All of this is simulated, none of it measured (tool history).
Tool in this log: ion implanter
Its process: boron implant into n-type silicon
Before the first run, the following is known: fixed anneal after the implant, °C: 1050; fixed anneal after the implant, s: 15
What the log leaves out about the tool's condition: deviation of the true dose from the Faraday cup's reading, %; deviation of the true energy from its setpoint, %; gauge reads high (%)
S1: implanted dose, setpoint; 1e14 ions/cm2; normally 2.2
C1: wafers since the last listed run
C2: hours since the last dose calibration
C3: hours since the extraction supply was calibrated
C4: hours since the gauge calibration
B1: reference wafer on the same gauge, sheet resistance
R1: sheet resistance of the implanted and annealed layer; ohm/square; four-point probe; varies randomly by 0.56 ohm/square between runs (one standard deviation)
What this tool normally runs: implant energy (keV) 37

Run 1, day 0: usual settings; C1 0; C2 577.8; C3 3864.3; C4 1727.7; B1 311.98. Result: R1 370.56 ohm/square.
Run 2, day 3.508: usual settings; C1 1283; C2 662; C3 3948.5; C4 1811.9; B1 311.97. Result: R1 368.65 ohm/square.
Run 3, day 7.025: usual settings but S1 1.76 1e14 ions/cm2; C1 1286; C2 746.4; C3 4032.9; C4 1896.3; B1 312.02. Result: R1 438.92 ohm/square.
Run 4, day 11.038: usual settings; C1 1468; C2 842.7; C3 4129.2; C4 1992.6; B1 311.87. Result: R1 369.06 ohm/square.
Run 5, day 15.221: usual settings; C1 1530; C2 943.1; C3 4229.6; C4 2093; B1 311.92. Result: R1 367.55 ohm/square.
Run 6, day 17.329: usual settings but implant energy (keV) 33; C1 771; C2 993.7; C3 4280.2; C4 2143.6; B1 312.07. Result: R1 373.31 ohm/square.
Run 7, day 18.862: usual settings but implant energy (keV) 33; C1 561; C2 1030.5; C3 4317; C4 2180.4; B1 311.95. Result: R1 372.86 ohm/square.
Run 8, day 22.371: usual settings but implant energy (keV) 33; C1 1283; C2 1114.7; C3 4401.2; C4 2264.6; B1 312.06. Result: R1 373.22 ohm/square.
Run 9, day 23.942: usual settings but S1 2.55 1e14 ions/cm2, implant energy (keV) 34; C1 574; C2 1152.4; C3 4438.9; C4 2302.3; B1 311.97. Result: R1 329.58 ohm/square.
At day 28.483: Faraday cup replaced and dose calibrated.
Run 10, day 28.504: usual settings but S1 2.55 1e14 ions/cm2, implant energy (keV) 34; C1 1547; C2 0.5; C3 4548.4; C4 2411.8; B1 312.02. Result: R1 335.53 ohm/square.
At day 30.229: extraction supply calibrated.
Run 11, day 31.346: usual settings; C1 917; C2 68.7; C3 26.8; C4 2480; B1 311.92. Result: R1 372.64 ohm/square.
Run 12, day 32.938: usual settings; C1 582; C2 106.9; C3 65; C4 2518.2; B1 312.02. Result: R1 371.57 ohm/square.
At day 33.233: gauge calibrated.
Run 13, day 35.858: usual settings; C1 1068; C2 177; C3 135.1; C4 63; B1 312.02. Result: R1 372.02 ohm/square.
Run 14, day 38.625: usual settings but implant energy (keV) 41; C1 1012; C2 243.4; C3 201.5; C4 129.4; B1 312.01. Result: R1 367.51 ohm/square.
Run 15, day 40.475: usual settings but implant energy (keV) 41; C1 676; C2 287.8; C3 245.9; C4 173.8; B1 311.95. Result: R1 365.34 ohm/square.
Run 16, day 42.388: usual settings; C1 699; C2 333.7; C3 291.8; C4 219.7; B1 312.01. Result: R1 371.33 ohm/square.
Run 17, day 52.596: usual settings but S1 1.88 1e14 ions/cm2, implant energy (keV) 48.5; C1 3735; C2 578.7; C3 536.8; C4 464.7; B1 311.85. Result: R1 401.73 ohm/square.
Run 18, day 56.408: usual settings but implant energy (keV) 33; C1 1395; C2 670.2; C3 628.3; C4 556.2; B1 311.87. Result: R1 375.56 ohm/square.
Run 19, day 58.512: usual settings; C1 769; C2 720.7; C3 678.8; C4 606.7; B1 311.99. Result: R1 369.63 ohm/square.
Run 20, day 62.829: usual settings but S1 2.79 1e14 ions/cm2, implant energy (keV) 49; C1 1579; C2 824.3; C3 782.4; C4 710.3; B1 312.08. Result: R1 294.77 ohm/square.
Run 21, day 64.779: usual settings but implant energy (keV) 41; C1 713; C2 871.1; C3 829.2; C4 757.1; B1 312.08. Result: R1 363.15 ohm/square.
Run 22, day 69.125: usual settings but S1 2.49 1e14 ions/cm2, implant energy (keV) 29; C1 1590; C2 975.4; C3 933.5; C4 861.4; B1 312.01. Result: R1 343.25 ohm/square.
At day 72.388: Faraday cup replaced and dose calibrated.
Run 23, day 72.442: usual settings but S1 2.76 1e14 ions/cm2, implant energy (keV) 30.5; C1 1091; C2 1.3; C3 1013.1; C4 941; B1 312. Result: R1 318.9 ohm/square.

Run 24 comes next. What will it give?
Run 24, day 74.254: usual settings but S1 2.6 1e14 ions/cm2, implant energy (keV) 41; C1 663; C2 44.8; C3 1056.6; C4 984.5; B1 ?. Result: R1 ?.

{"run 24": {"B1": 312.03, "R1": 323.16}}
If the tool had no hidden condition, the same run with the same run-to-run variation would have returned R1 323.25 ohm/square.
